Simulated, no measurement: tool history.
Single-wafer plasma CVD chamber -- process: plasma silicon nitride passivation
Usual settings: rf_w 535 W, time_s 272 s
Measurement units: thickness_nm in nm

run   hour  rf_w  time_s  read-back reference wafer on the same gauge, thickness_nm  thickness_nm
  1    0.0   535     272                                                    465.155       423.571
  2   69.1   535     272                                                    464.903       428.059
  3  132.2   535     272                                                    464.734       426.546
  4  187.6   535     272                                                    465.222       428.221
  5  250.9   535     272                                                    465.417       428.137
  6  317.0   535     272                                                    465.056       424.081
     338.8  -- showerhead replaced
  7  364.2   535     272                                                    464.968       429.426
  8  410.9   535     272                                                    465.317       426.994
  9  445.6   535     272                                                    464.637       424.404
     487.2  -- RF generator calibrated
 10  487.7   495     232                                                    464.866       352.764

What does the tool deliver on the next run?
 11  525.1   430     314                                                          ?             ?

{"run 11": {"read-back reference wafer on the same gauge, thickness_nm": 464.937, "thickness_nm": 459.543}}
Minus the tool's unlogged condition, the same run would have read thickness_nm 459.543 nm.

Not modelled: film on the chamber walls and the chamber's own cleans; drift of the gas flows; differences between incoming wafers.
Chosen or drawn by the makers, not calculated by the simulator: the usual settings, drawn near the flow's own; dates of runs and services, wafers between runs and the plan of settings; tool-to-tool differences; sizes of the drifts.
